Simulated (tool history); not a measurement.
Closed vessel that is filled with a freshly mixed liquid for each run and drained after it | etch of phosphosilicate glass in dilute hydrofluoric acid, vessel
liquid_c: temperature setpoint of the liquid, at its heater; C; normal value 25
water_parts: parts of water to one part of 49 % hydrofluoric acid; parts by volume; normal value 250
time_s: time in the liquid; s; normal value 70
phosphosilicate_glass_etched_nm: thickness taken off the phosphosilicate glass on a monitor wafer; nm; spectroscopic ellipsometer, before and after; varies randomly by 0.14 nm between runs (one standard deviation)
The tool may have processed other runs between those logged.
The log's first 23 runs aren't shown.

run	hour	liquid_c	water_parts	time_s	read-back film thickness of the phosphosilicate glass reference wafer, read on the same gauge (nm)	phosphosilicate_glass_etched_nm
24	565	25	155	90	110	51.11
25	593.1	25	250	70	110	22.09
26	608.4	27.5	250	85	109.99	29.3
27	621.1	30	335	90	109.97	23.11
28	644.3	25	305	70	110	17.35
29	665.7	30	335	90	110	23.35
30	691.5	27	355	55	109.99	12.04
31	727.3	29.5	340	85	109.99	21.37
32	743.4	25	250	70	110.01	22.74
33	758.3	25	250	70	110.01	22.67

3 ways to go on from here, each from the tool as it stands after run 33. What would each give?
A	759	25	165	70	?	?
B	759	26.5	340	70	?	?
C	759	25	335	95	?	?

run	read-back film thickness of the phosphosilicate glass reference wafer, read on the same gauge (nm)	phosphosilicate_glass_etched_nm
A	110	37.15
B	110	15.93
C	110	20.95
Stripped of hidden state, with their random variation kept, the same runs would have yielded:
run	phosphosilicate_glass_etched_nm
A	34.53
B	14.67
C	19.32

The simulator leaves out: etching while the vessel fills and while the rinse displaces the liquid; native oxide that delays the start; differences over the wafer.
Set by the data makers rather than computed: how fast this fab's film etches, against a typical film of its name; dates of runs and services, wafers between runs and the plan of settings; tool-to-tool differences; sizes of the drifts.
